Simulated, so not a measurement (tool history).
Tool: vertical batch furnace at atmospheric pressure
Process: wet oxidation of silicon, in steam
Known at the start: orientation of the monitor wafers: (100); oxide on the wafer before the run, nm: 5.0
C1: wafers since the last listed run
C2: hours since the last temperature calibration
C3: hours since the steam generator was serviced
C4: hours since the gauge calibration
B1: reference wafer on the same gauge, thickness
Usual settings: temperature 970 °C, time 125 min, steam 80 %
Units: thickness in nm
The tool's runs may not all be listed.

Run 1, day 0: usual settings; C1 0; C2 3834.5; C3 1891.5; C4 22.8; B1 554.13. Result: thickness 466.81 nm.
Run 2, day 0.679: usual settings but time 95.5 min; C1 254; C2 3850.8; C3 1907.8; C4 39.1; B1 553.99. Result: thickness 386.34 nm.
Run 3, day 1.871: usual settings but time 95.5 min; C1 446; C2 3879.4; C3 1936.4; C4 67.7; B1 553.98. Result: thickness 385.33 nm.
Run 4, day 2.308: usual settings but steam 88 %; C1 163; C2 3889.9; C3 1946.9; C4 78.2; B1 553.67. Result: thickness 498.55 nm.
Run 5, day 3.062: usual settings but steam 88 %; C1 282; C2 3908; C3 1965; C4 96.3; B1 554. Result: thickness 499.25 nm.
Run 6, day 3.442: usual settings; C1 141; C2 3917.1; C3 1974.1; C4 105.4; B1 553.82. Result: thickness 465.73 nm.
Run 7, day 3.95: usual settings; C1 190; C2 3929.3; C3 1986.3; C4 117.6; B1 553.9. Result: thickness 465.37 nm.
Run 8, day 4.808: usual settings; C1 321; C2 3949.9; C3 2006.9; C4 138.2; B1 554.07. Result: thickness 466.5 nm.
Run 9, day 5.604: usual settings; C1 298; C2 3969; C3 2026; C4 157.3; B1 554.1. Result: thickness 465.15 nm.
Run 10, day 6.212: usual settings; C1 227; C2 3983.6; C3 2040.6; C4 171.9; B1 554. Result: thickness 467.78 nm.
Run 11, day 6.7: usual settings; C1 182; C2 3995.3; C3 2052.3; C4 183.6; B1 554.08. Result: thickness 466.79 nm.
Run 12, day 7.529: usual settings; C1 310; C2 4015.2; C3 2072.2; C4 203.5; B1 554.05. Result: thickness 467.14 nm.
Run 13, day 7.929: usual settings; C1 149; C2 4024.8; C3 2081.8; C4 213.1; B1 553.97. Result: thickness 466.03 nm.
Run 14, day 8.283: usual settings; C1 132; C2 4033.3; C3 2090.3; C4 221.6; B1 554.01. Result: thickness 466.41 nm.
Run 15, day 8.596: usual settings; C1 117; C2 4040.8; C3 2097.8; C4 229.1; B1 553.98. Result: thickness 464.9 nm.
At day 9.388: gauge calibrated.
Run 16, day 9.4: usual settings but temperature 993 °C, steam 88 %; C1 301; C2 4060.1; C3 2117.1; C4 0.3; B1 553.91. Result: thickness 584.65 nm.
Run 17, day 9.862: usual settings; C1 173; C2 4071.2; C3 2128.2; C4 11.4; B1 554.04. Result: thickness 466.04 nm.
Run 18, day 10.425: usual settings but temperature 990 °C, time 93.5 min, steam 69 %; C1 210; C2 4084.7; C3 2141.7; C4 24.9; B1 553.71. Result: thickness 399.7 nm.
Run 19, day 11.033: usual settings but temperature 961 °C, time 162.5 min, steam 75 %; C1 227; C2 4099.3; C3 2156.3; C4 39.5; B1 553.88. Result: thickness 499.39 nm.
Run 20, day 11.912: usual settings; C1 329; C2 4120.4; C3 2177.4; C4 60.6; B1 553.94. Result: thickness 465.72 nm.
At day 13.117: steam generator serviced.
Run 21, day 13.138: usual settings; C1 84; C2 4149.8; C3 0.5; C4 90; B1 553.94. Result: thickness 491.86 nm.
Run 22, day 13.35: usual settings but temperature 977 °C, steam 87 %; C1 79; C2 4154.9; C3 5.6; C4 95.1; B1 553.93. Result: thickness 550.64 nm.
At day 14.429: thermocouples replaced and temperature profile calibrated.
Run 23, day 14.45: usual settings but temperature 951 °C, time 182 min; C1 37; C2 0.5; C3 32; C4 121.5; B1 554.02. Result: thickness 551.5 nm.
Run 24, day 14.662: usual settings but temperature 985 °C, time 162.5 min; C1 79; C2 5.6; C3 37.1; C4 126.6; B1 553.98. Result: thickness 649.51 nm.

Run 25 comes next. What will it give?
Run 25, day 14.958: usual settings; C1 110; C2 12.7; C3 44.2; C4 133.7; B1 ?. Result: thickness ?.

{"run 25": {"B1": 553.88, "thickness": 492.04}}
Without the tool's hidden state the same run would have given thickness 494.31 nm.
